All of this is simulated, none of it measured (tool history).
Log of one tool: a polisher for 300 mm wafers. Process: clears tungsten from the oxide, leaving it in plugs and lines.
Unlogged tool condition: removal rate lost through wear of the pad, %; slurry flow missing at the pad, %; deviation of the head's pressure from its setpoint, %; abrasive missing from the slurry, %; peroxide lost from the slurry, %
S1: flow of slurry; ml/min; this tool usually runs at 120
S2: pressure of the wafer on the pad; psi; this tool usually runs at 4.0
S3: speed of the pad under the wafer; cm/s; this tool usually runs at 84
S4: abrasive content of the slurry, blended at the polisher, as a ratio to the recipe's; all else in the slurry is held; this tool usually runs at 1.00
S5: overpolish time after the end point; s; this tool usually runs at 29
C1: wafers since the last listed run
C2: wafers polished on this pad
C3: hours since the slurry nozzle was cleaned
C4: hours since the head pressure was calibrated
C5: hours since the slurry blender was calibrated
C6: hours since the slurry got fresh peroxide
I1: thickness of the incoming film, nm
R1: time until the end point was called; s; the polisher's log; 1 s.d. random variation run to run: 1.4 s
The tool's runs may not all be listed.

Run 1, day 0.000: usual settings; C1 0; C2 1595; C3 362.6; C4 82.9; C5 110.8; C6 96.9; I1 313.8. Result: R1 64.9 s.
At day 0.246: slurry nozzle cleaned.
Run 2, day 2.133: usual settings; C1 479; C2 2074; C3 45.3; C4 134.1; C5 162.0; C6 148.1; I1 322.5. Result: R1 66.5 s.
At day 5.012: worn pad replaced by a new one.
Run 3, day 5.038: usual settings; C1 627; C2 5; C3 115.0; C4 203.8; C5 231.7; C6 217.8; I1 320.0. Result: R1 65.8 s.
At day 6.088: slurry blender recalibrated.
Run 4, day 7.150: usual settings; C1 465; C2 470; C3 165.7; C4 254.5; C5 25.5; C6 268.5; I1 318.8. Result: R1 63.4 s.
At day 8.996: slurry tank refilled with fresh slurry and peroxide.
Run 5, day 9.079: usual settings; C1 432; C2 903; C3 212.0; C4 300.8; C5 71.8; C6 2.0; I1 320.6. Result: R1 62.2 s.
Run 6, day 10.875: usual settings; C1 411; C2 1314; C3 255.1; C4 343.9; C5 114.9; C6 45.1; I1 319.0. Result: R1 61.6 s.
At day 14.767: slurry nozzle cleaned.
Run 7, day 14.988: usual settings; C1 933; C2 2247; C3 5.3; C4 442.6; C5 213.6; C6 143.8; I1 317.6. Result: R1 60.5 s.
At day 16.750: worn pad replaced by a new one.
Run 8, day 17.333: usual settings; C1 499; C2 133; C3 61.6; C4 498.9; C5 269.9; C6 200.1; I1 322.3. Result: R1 62.2 s.
Run 9, day 18.829: usual settings; C1 342; C2 476; C3 97.5; C4 534.8; C5 305.8; C6 236.0; I1 320.7. Result: R1 61.9 s.
At day 19.129: head pressure recalibrated.
At day 19.662: slurry blender recalibrated.
Run 10, day 21.325: usual settings; C1 533; C2 1009; C3 157.4; C4 52.7; C5 39.9; C6 295.9; I1 322.5. Result: R1 69.6 s.
At day 22.200: slurry tank refilled with fresh slurry and peroxide.
Run 11, day 22.733: usual settings but S5 35 s; C1 313; C2 1323; C3 191.2; C4 86.5; C5 73.7; C6 12.8; I1 318.9. Result: R1 66.6 s.
Run 12, day 24.621: usual settings but S5 35 s; C1 432; C2 1755; C3 236.5; C4 131.8; C5 119.0; C6 58.1; I1 322.8. Result: R1 66.3 s.
Run 13, day 27.546: usual settings but S1 150 ml/min, S2 2.7 psi, S3 64 cm/s, S4 1.15; C1 670; C2 2426; C3 306.7; C4 202.0; C5 189.2; C6 128.3; I1 320.7. Result: R1 113.2 s.
At day 29.000: slurry nozzle cleaned.
Run 14, day 29.325: usual settings but S1 85 ml/min, S2 4.5 psi, S4 0.80, S5 18 s; C1 398; C2 2824; C3 7.8; C4 244.7; C5 231.9; C6 171.0; I1 316.4. Result: R1 63.7 s.
At day 30.388: worn pad replaced by a new one.
Run 15, day 32.171: usual settings but S1 80 ml/min, S5 45 s; C1 614; C2 408; C3 76.1; C4 313.0; C5 300.2; C6 239.3; I1 319.1. Result: R1 66.5 s.
At day 32.933: slurry blender recalibrated.
At day 33.750: slurry tank refilled with fresh slurry and peroxide.
Run 16, day 34.667: usual settings but S1 90 ml/min, S2 5.0 psi, S4 1.15, S5 23 s; C1 543; C2 951; C3 136.0; C4 372.9; C5 41.6; C6 22.0; I1 316.2. Result: R1 49.4 s.
Run 17, day 35.783: usual settings but S1 145 ml/min, S2 5.4 psi; C1 255; C2 1207; C3 162.8; C4 399.7; C5 68.4; C6 48.8; I1 314.3. Result: R1 45.2 s.
Run 18, day 36.942: usual settings; C1 265; C2 1473; C3 190.6; C4 427.5; C5 96.2; C6 76.6; I1 316.9. Result: R1 60.7 s.
Run 19, day 38.583: usual settings but S1 140 ml/min, S3 104 cm/s, S4 1.20, S5 23 s; C1 376; C2 1849; C3 230.0; C4 466.9; C5 135.6; C6 116.0; I1 321.1. Result: R1 46.1 s.
Run 20, day 39.679: usual settings but S2 3.0 psi; C1 251; C2 2100; C3 256.3; C4 493.2; C5 161.9; C6 142.3; I1 318.2. Result: R1 83.0 s.
Run 21, day 42.546: usual settings but S2 4.6 psi, S3 94 cm/s; C1 657; C2 2757; C3 325.1; C4 562.0; C5 230.7; C6 211.1; I1 320.9. Result: R1 46.4 s.
At day 43.325: slurry nozzle cleaned.
At day 43.804: slurry blender recalibrated.
At day 43.917: worn pad replaced by a new one.
Run 22, day 45.000: usual settings but S1 100 ml/min, S2 3.3 psi, S3 76 cm/s, S4 0.85; C1 507; C2 248; C3 40.2; C4 620.9; C5 28.7; C6 270.0; I1 317.3. Result: R1 86.6 s.
At day 45.471: slurry tank refilled with fresh slurry and peroxide.
At day 46.479: head pressure recalibrated.
Run 23, day 47.879: usual settings but S2 3.5 psi; C1 631; C2 879; C3 109.3; C4 33.6; C5 97.8; C6 57.8; I1 324.6. Result: R1 77.7 s.
Run 24, day 50.504: usual settings; C1 601; C2 1481; C3 172.3; C4 96.6; C5 160.8; C6 120.8; I1 319.7. Result: R1 63.1 s.
At day 55.304: slurry blender recalibrated.
At day 55.617: worn pad replaced by a new one.
Run 25, day 55.692: usual settings; C1 1131; C2 17; C3 296.8; C4 221.1; C5 9.3; C6 245.3; I1 319.9. Result: R1 62.3 s.
At day 57.225: slurry nozzle cleaned.
At day 58.050: slurry tank refilled with fresh slurry and peroxide.
Run 26, day 58.471: usual settings but S2 4.4 psi, S3 102 cm/s, S5 25 s; C1 617; C2 635; C3 29.9; C4 287.8; C5 76.0; C6 10.1; I1 319.9. Result: R1 48.9 s.

4 options for the next run, each taken on its own from the tool as it stands now. Forecast them:
Run A, day 58.492: usual settings; C1 4; C2 640; C3 30.4; C4 288.3; C5 76.5; C6 10.6; I1 318.7. Result: R1 ?.
Run B, day 58.492: usual settings but S1 140 ml/min; C1 4; C2 640; C3 30.4; C4 288.3; C5 76.5; C6 10.6; I1 318.7. Result: R1 ?.
Run C, day 58.492: usual settings but S2 2.8 psi; C1 4; C2 640; C3 30.4; C4 288.3; C5 76.5; C6 10.6; I1 318.7. Result: R1 ?.
Run D, day 58.492: usual settings but S2 3.3 psi; C1 4; C2 640; C3 30.4; C4 288.3; C5 76.5; C6 10.6; I1 318.7. Result: R1 ?.

run    R1
  A  63.0
  B  61.5
  C  89.9
  D  76.3
Take away the tool's hidden state, keep each run's random variation, and the runs would have read:
run    R1
  A  69.2
  B  67.7
  C  98.9
  D  83.9
